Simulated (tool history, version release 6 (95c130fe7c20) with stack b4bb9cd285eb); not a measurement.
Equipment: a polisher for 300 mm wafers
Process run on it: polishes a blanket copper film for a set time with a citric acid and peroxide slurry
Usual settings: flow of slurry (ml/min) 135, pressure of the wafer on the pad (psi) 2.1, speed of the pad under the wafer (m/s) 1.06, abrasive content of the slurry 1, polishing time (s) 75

run     day  flow of slurry (ml/min)  pressure of the wafer on the pad (psi)  speed of the pad under the wafer (m/s)  abrasive content of the slurry  polishing time (s)  wafers since the last listed run  wafers polished on this pad  hours since the slurry nozzle was cleaned  hours since the head pressure was calibrated  hours since the slurry blender was calibrated  incoming thickness of the incoming film, nm  film removed (Å)
  1       0                      135                                     2.1                                    1.06                               1                  75                                 0                          181                                      397.8                                         524.1                                          252.2                                        990.8              1039
  2   1.125                      135                                     2.1                                    1.06                               1                  75                               230                          412                                      424.8                                         551.1                                          279.2                                        977.8              1030
      1.554  -- slurry nozzle cleaned
  3   1.688                      135                                     2.1                                    1.06                               1                  75                               106                          519                                        3.2                                         564.6                                          292.7                                        991.4              1027
  4   2.212                      135                                     1.9                                    1.06                               1                  75                               107                          626                                       15.8                                         577.2                                          305.3                                        971.5               920
  5   3.217                      135                                     1.9                                    1.06                               1                  75                               205                          832                                       39.9                                         601.3                                          329.4                                        982.1               922
      5.725  -- worn pad replaced by a new one
      5.792  -- slurry blender recalibrated
  6   6.458                      135                                     1.9                                    1.06                               1                  75                               617                          137                                      117.7                                         679.1                                             16                                        974.2               947
  7   7.512                      135                                     2.1                                    1.06                               1                  75                               216                          353                                        143                                         704.4                                           41.3                                         1002              1018
  8    8.55                      135                                     2.1                                    1.06                               1                  75                               212                          565                                      167.9                                         729.3                                           66.2                                        990.1              1035
  9   9.525                      135                                     2.1                                    1.06                               1                  75                               199                          765                                      191.3                                         752.7                                           89.6                                        983.2              1000
 10  10.638                      135                                     2.1                                    1.06                               1                  75                               228                          994                                        218                                         779.4                                          116.3                                        987.5               986
     13.733  -- worn pad replaced by a new one
 11  14.954                      135                                     2.1                                    1.06                               1                  75                               850                          250                                      321.6                                           883                                          219.9                                        993.6              1032
 12  16.204                      135                                     2.1                                    1.06                               1                  75                               256                          506                                      351.6                                           913                                          249.9                                          999              1015
 13  16.904                      135                                     2.1                                    1.06                               1                  75                               143                          650                                      368.4                                         929.8                                          266.7                                        985.7              1010
 14  18.283                      135                                     2.1                                    1.06                               1                  75                               282                          933                                      401.5                                         962.9                                          299.8                                        980.9              1002
     19.208  -- slurry nozzle cleaned
 15  19.229                      135                                     2.1                                    1.06                               1                  75                               185                         1118                                        0.5                                         985.6                                          322.5                                        973.5              1006
 16  19.783                      135                                     2.1                                    1.06                               1                  75                               113                         1232                                       13.8                                         998.9                                          335.8                                        980.4              1004
     20.042  -- head pressure recalibrated
 17  20.575                      135                                     2.1                                    1.22                               1                  60                               145                         1377                                       32.8                                          12.8                                          354.8                                        977.2               883
     21.308  -- slurry blender recalibrated
     21.425  -- worn pad replaced by a new one
 18  21.875                      135                                     2.1                                    1.06                               1                  75                               225                           92                                         64                                            44                                           13.6                                        989.2              1063
 19  22.529                      115                                     2.1                                    0.72                             1.2                  68                               134                          226                                       79.7                                          59.7                                           29.3                                        982.9               735
 20  24.008                      135                                     2.1                                    1.06                               1                  75                               303                          529                                      115.2                                          95.2                                           64.8                                        989.1              1018
 21  25.096                      135                                     2.1                                     1.2                            1.15                  89                               222                          752                                      141.3                                         121.3                                           90.9                                        992.4              1353
 22  26.233                      135                                     2.1                                    1.06                               1                  75                               233                          986                                      168.6                                         148.6                                          118.2                                        963.9               993
 23   26.85                       95                                     2.1                                    1.06                               1                  75                               126                         1112                                      183.4                                         163.4                                            133                                        994.1               934
     27.571  -- worn pad replaced by a new one
 24  28.125                      135                                     2.1                                    1.06                               1                  75                               227                          113                                        214                                           194                                          163.6                                        977.3              1051
 25  29.467                      110                                     2.3                                    1.32                             0.9                  75                               275                          388                                      246.2                                         226.2                                          195.8                                        960.6              1227
 26  30.121                      135                                     1.7                                    1.06                            1.25                  91                               134                          522                                      261.9                                         241.9                                          211.5                                          973              1076
 27    30.9                      135                                     2.5                                    1.06                               1                  75                               159                          682                                      280.6                                         260.6                                          230.2                                        996.1              1218
 28  32.117                      100                                     2.1                                    1.06                               1                  75                               249                          932                                      309.8                                         289.8                                          259.4                                        979.2               928
 29  33.138                      135                                     1.9                                    1.06                               1                  58                               209                         1141                                      334.3                                         314.3                                          283.9                                        988.2               703

Hidden state or all else? Some run-to-run changes of film removed (Å), split into what the settings, what came in and random variation would give without the hidden state, and what is left for the hidden state (with any gauge scatter that isn't in both results):
Unlogged tool condition in this case: removal rate lost through wear of the pad, %; slurry flow missing at the pad, %; deviation of the head's pressure from its setpoint, %; abrasive missing from the slurry, %.
Run 17 -> 18: speed of the pad under the wafer (m/s) 1.22 -> 1.06, polishing time (s) 60 -> 75, slurry blender recalibrated, worn pad replaced by a new one. film removed (Å) +180: hidden state +52, all else +128.
Run 20 -> 21: speed of the pad under the wafer (m/s) 1.06 -> 1.2, abrasive content of the slurry 1 -> 1.15, polishing time (s) 75 -> 89. film removed (Å) +335: hidden state -30, all else +365.
Run 21 -> 22: speed of the pad under the wafer (m/s) 1.2 -> 1.06, abrasive content of the slurry 1.15 -> 1, polishing time (s) 89 -> 75. film removed (Å) -360: hidden state +15, all else -375.
Run 23 -> 24: flow of slurry (ml/min) 95 -> 135, worn pad replaced by a new one. film removed (Å) +117: hidden state +49, all else +68.
